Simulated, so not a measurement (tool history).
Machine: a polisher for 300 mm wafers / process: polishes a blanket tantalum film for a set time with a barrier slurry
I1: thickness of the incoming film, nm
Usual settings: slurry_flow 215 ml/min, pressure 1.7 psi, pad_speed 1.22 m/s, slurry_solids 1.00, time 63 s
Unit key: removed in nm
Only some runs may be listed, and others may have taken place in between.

{"run": 1, "day": 0.0, "slurry_flow": 215, "pressure": 1.7, "pad_speed": 1.22, "slurry_solids": 1.0, "time": 63, "I1": 416.0, "removed": 126.4}
{"run": 2, "day": 1.233, "slurry_flow": 215, "pressure": 1.7, "pad_speed": 1.22, "slurry_solids": 1.0, "time": 63, "I1": 423.2, "removed": 126.0}
{"run": 3, "day": 4.067, "slurry_flow": 215, "pressure": 1.7, "pad_speed": 1.22, "slurry_solids": 1.0, "time": 63, "I1": 418.5, "removed": 129.1}
{"run": 4, "day": 5.371, "slurry_flow": 215, "pressure": 1.7, "pad_speed": 1.22, "slurry_solids": 1.0, "time": 63, "I1": 425.0, "removed": 128.1}
{"day": 5.912, "done": "worn pad replaced by a new one"}
{"run": 5, "day": 9.658, "slurry_flow": 215, "pressure": 1.7, "pad_speed": 1.22, "slurry_solids": 1.0, "time": 63, "I1": 420.2, "removed": 133.5}
{"run": 6, "day": 12.654, "slurry_flow": 215, "pressure": 1.7, "pad_speed": 1.22, "slurry_solids": 1.0, "time": 63, "I1": 419.2, "removed": 132.3}
{"day": 13.962, "done": "slurry blender recalibrated"}
{"run": 7, "day": 14.617, "slurry_flow": 215, "pressure": 1.9, "pad_speed": 1.22, "slurry_solids": 1.0, "time": 63, "I1": 420.0, "removed": 146.5}
{"day": 16.229, "done": "worn pad replaced by a new one"}
{"run": 8, "day": 17.358, "slurry_flow": 215, "pressure": 1.9, "pad_speed": 1.22, "slurry_solids": 1.0, "time": 63, "I1": 417.5, "removed": 145.5}
{"run": 9, "day": 20.054, "slurry_flow": 215, "pressure": 1.7, "pad_speed": 1.22, "slurry_solids": 1.0, "time": 63, "I1": 417.1, "removed": 133.3}
{"run": 10, "day": 22.179, "slurry_flow": 215, "pressure": 1.7, "pad_speed": 1.22, "slurry_solids": 1.0, "time": 63, "I1": 422.6, "removed": 130.9}
{"run": 11, "day": 24.892, "slurry_flow": 215, "pressure": 1.7, "pad_speed": 1.22, "slurry_solids": 1.0, "time": 63, "I1": 418.8, "removed": 131.5}
{"day": 25.25, "done": "slurry nozzle cleaned"}
{"run": 12, "day": 26.196, "slurry_flow": 215, "pressure": 2.1, "pad_speed": 1.44, "slurry_solids": 0.7, "time": 63, "I1": 424.5, "removed": 163.7}
{"day": 26.767, "done": "head pressure recalibrated"}
{"day": 26.8, "done": "worn pad replaced by a new one"}
{"run": 13, "day": 27.725, "slurry_flow": 140, "pressure": 1.7, "pad_speed": 1.44, "slurry_solids": 1.0, "time": 63, "I1": 423.7, "removed": 121.4}
{"run": 14, "day": 28.946, "slurry_flow": 215, "pressure": 2.2, "pad_speed": 1.22, "slurry_solids": 1.0, "time": 49, "I1": 417.9, "removed": 120.1}
{"run": 15, "day": 30.638, "slurry_flow": 250, "pressure": 2.1, "pad_speed": 1.22, "slurry_solids": 1.0, "time": 69, "I1": 415.0, "removed": 162.9}
{"run": 16, "day": 31.879, "slurry_flow": 160, "pressure": 1.9, "pad_speed": 1.4, "slurry_solids": 0.9, "time": 63, "I1": 423.5, "removed": 139.2}
{"day": 34.479, "done": "slurry blender recalibrated"}
{"run": 17, "day": 34.5, "slurry_flow": 215, "pressure": 1.7, "pad_speed": 0.96, "slurry_solids": 1.0, "time": 63, "I1": 413.3, "removed": 102.5}
{"day": 35.908, "done": "worn pad replaced by a new one"}
{"run": 18, "day": 36.879, "slurry_flow": 215, "pressure": 1.7, "pad_speed": 0.88, "slurry_solids": 1.0, "time": 52, "I1": 414.1, "removed": 81.5}
{"run": 19, "day": 38.108, "slurry_flow": 215, "pressure": 1.7, "pad_speed": 1.22, "slurry_solids": 1.0, "time": 63, "I1": 425.4, "removed": 126.2}
{"run": 20, "day": 39.462, "slurry_flow": 215, "pressure": 1.7, "pad_speed": 1.22, "slurry_solids": 1.0, "time": 63, "I1": 419.7, "removed": 124.9}
{"run": 21, "day": 42.179, "slurry_flow": 215, "pressure": 1.7, "pad_speed": 1.22, "slurry_solids": 1.0, "time": 50, "I1": 423.7, "removed": 98.6}
{"run": 22, "day": 44.458, "slurry_flow": 255, "pressure": 1.7, "pad_speed": 1.22, "slurry_solids": 1.0, "time": 63, "I1": 419.3, "removed": 129.2}
{"day": 45.433, "done": "worn pad replaced by a new one"}
{"run": 23, "day": 46.438, "slurry_flow": 215, "pressure": 1.7, "pad_speed": 1.22, "slurry_solids": 1.0, "time": 63, "I1": 418.0, "removed": 128.3}

List, for all runs, the conditions of the tool that the log does not record:
removal rate lost through wear of the pad, %: 0 on each run
slurry flow missing at the pad, %: 0 on each run
abrasive missing from the slurry, %: 0 on each run
H1: deviation of the head's pressure from its setpoint, %
run=1 H1=9.61
run=2 H1=9.77
run=3 H1=10.1
run=4 H1=10.2
run=5 H1=10.6
run=6 H1=10.8
run=7 H1=11
run=8 H1=11.1
run=9 H1=11.2
run=10 H1=11.3
run=11 H1=11.4
run=12 H1=11.5
run=13 H1=-0.19
run=14 H1=0.615
run=15 H1=1.64
run=16 H1=2.33
run=17 H1=3.64
run=18 H1=4.68
run=19 H1=5.16
run=20 H1=5.65
run=21 H1=6.53
run=22 H1=7.17
run=23 H1=7.66
